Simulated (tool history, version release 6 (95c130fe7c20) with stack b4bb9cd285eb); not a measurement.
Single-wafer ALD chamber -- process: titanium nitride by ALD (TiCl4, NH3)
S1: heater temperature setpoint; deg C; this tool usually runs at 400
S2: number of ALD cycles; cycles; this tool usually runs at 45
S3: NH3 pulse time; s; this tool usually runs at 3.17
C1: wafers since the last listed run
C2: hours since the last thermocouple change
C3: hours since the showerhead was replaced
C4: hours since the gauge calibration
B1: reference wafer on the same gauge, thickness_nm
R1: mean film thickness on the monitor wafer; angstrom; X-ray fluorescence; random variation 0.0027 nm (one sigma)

Run 1, day 0: usual settings; C1 0; C2 1698; C3 5709.7; C4 306.8; B1 0.9. Result: R1 10.87 angstrom.
Run 2, day 1.154: usual settings; C1 162; C2 1725.7; C3 5737.4; C4 334.5; B1 0.9. Result: R1 10.87 angstrom.
Run 3, day 2.846: usual settings; C1 238; C2 1766.3; C3 5778; C4 375.1; B1 0.899. Result: R1 10.89 angstrom.
Run 4, day 5.308: usual settings; C1 346; C2 1825.4; C3 5837.1; C4 434.2; B1 0.899. Result: R1 10.88 angstrom.
Run 5, day 8.212: usual settings; C1 408; C2 1895.1; C3 5906.8; C4 503.9; B1 0.899. Result: R1 10.93 angstrom.
Run 6, day 10.408: usual settings; C1 309; C2 1947.8; C3 5959.5; C4 556.6; B1 0.9. Result: R1 10.91 angstrom.
Run 7, day 12.938: usual settings; C1 356; C2 2008.5; C3 6020.2; C4 617.3; B1 0.901. Result: R1 10.88 angstrom.
Run 8, day 15.012: usual settings; C1 292; C2 2058.3; C3 6070; C4 667.1; B1 0.9. Result: R1 10.89 angstrom.
Run 9, day 16.067: usual settings but S2 48 cycles; C1 148; C2 2083.6; C3 6095.3; C4 692.4; B1 0.9. Result: R1 11.61 angstrom.
Run 10, day 18.15: usual settings but S2 48 cycles; C1 293; C2 2133.6; C3 6145.3; C4 742.4; B1 0.901. Result: R1 11.61 angstrom.
Run 11, day 20.067: usual settings but S1 405 deg C; C1 269; C2 2179.6; C3 6191.3; C4 788.4; B1 0.901. Result: R1 10.9 angstrom.
Run 12, day 22.817: usual settings; C1 387; C2 2245.6; C3 6257.3; C4 854.4; B1 0.9. Result: R1 10.91 angstrom.
At day 24.004: thermocouple changed; heater temperature recalibrated.
Run 13, day 24.454: usual settings; C1 183; C2 10.8; C3 6296.6; C4 893.7; B1 0.9. Result: R1 10.89 angstrom.
Run 14, day 26.517: usual settings but S3 3.96 s; C1 290; C2 60.3; C3 6346.1; C4 943.2; B1 0.899. Result: R1 10.97 angstrom.
Run 15, day 34.458: usual settings but S1 389 deg C, S3 4.26 s; C1 1117; C2 250.9; C3 6536.7; C4 1133.8; B1 0.9. Result: R1 10.85 angstrom.
At day 34.942: gauge calibrated.
Run 16, day 35.575: usual settings; C1 157; C2 277.7; C3 6563.5; C4 15.2; B1 0.9. Result: R1 10.87 angstrom.
Run 17, day 38.479: usual settings but S3 3.58 s; C1 408; C2 347.4; C3 6633.2; C4 84.9; B1 0.899. Result: R1 10.9 angstrom.
Run 18, day 40.883: usual settings but S1 395 deg C, S2 50 cycles; C1 338; C2 405.1; C3 6690.9; C4 142.6; B1 0.9. Result: R1 12.06 angstrom.
Run 19, day 41.933: usual settings; C1 147; C2 430.3; C3 6716.1; C4 167.8; B1 0.9. Result: R1 10.85 angstrom.
Run 20, day 45.762: usual settings; C1 539; C2 522.2; C3 6808; C4 259.7; B1 0.9. Result: R1 10.83 angstrom.
At day 47.642: showerhead replaced.
Run 21, day 47.662: usual settings but S2 49 cycles; C1 220; C2 567.8; C3 0.5; C4 305.3; B1 0.9. Result: R1 11.85 angstrom.
Run 22, day 48.604: usual settings but S3 4.29 s; C1 132; C2 590.4; C3 23.1; C4 327.9; B1 0.9. Result: R1 10.96 angstrom.
Run 23, day 51.458: usual settings but S1 408 deg C, S3 3.99 s; C1 401; C2 658.9; C3 91.6; C4 396.4; B1 0.9. Result: R1 10.89 angstrom.
Run 24, day 52.642: usual settings; C1 166; C2 687.3; C3 120; C4 424.8; B1 0.9. Result: R1 10.82 angstrom.
Run 25, day 54.362: usual settings but S1 391 deg C, S2 42 cycles, S3 3.5 s; C1 242; C2 728.6; C3 161.3; C4 466.1; B1 0.899. Result: R1 10.12 angstrom.
Run 26, day 55.521: usual settings but S2 36 cycles, S3 2.26 s; C1 163; C2 756.4; C3 189.1; C4 493.9; B1 0.9. Result: R1 8.65 angstrom.
Run 27, day 57.075: usual settings; C1 218; C2 793.7; C3 226.4; C4 531.2; B1 0.9. Result: R1 10.87 angstrom.
Run 28, day 58.825: usual settings but S1 415 deg C, S3 4.14 s; C1 246; C2 835.7; C3 268.4; C4 573.2; B1 0.901. Result: R1 10.93 angstrom.
Run 29, day 60.854: usual settings but S2 50 cycles, S3 3.5 s; C1 285; C2 884.4; C3 317.1; C4 621.9; B1 0.9. Result: R1 12.07 angstrom.

Each row is a separate what-if for the run after 29, all from the same tool condition, not one after another. Results?
Run A, day 60.875: usual settings; C1 2; C2 884.9; C3 317.6; C4 622.4; B1 ?. Result: R1 ?.
Run B, day 60.875: usual settings but S1 391 deg C; C1 2; C2 884.9; C3 317.6; C4 622.4; B1 ?. Result: R1 ?.
Run C, day 60.875: usual settings but S2 48 cycles, S3 4.08 s; C1 2; C2 884.9; C3 317.6; C4 622.4; B1 ?. Result: R1 ?.

run     B1     R1
  A  0.899  10.85
  B  0.899  10.79
  C  0.899  11.62
Without the tool's hidden state the same runs would have given:
run     R1
  A  10.85
  B  10.79
  C  11.62
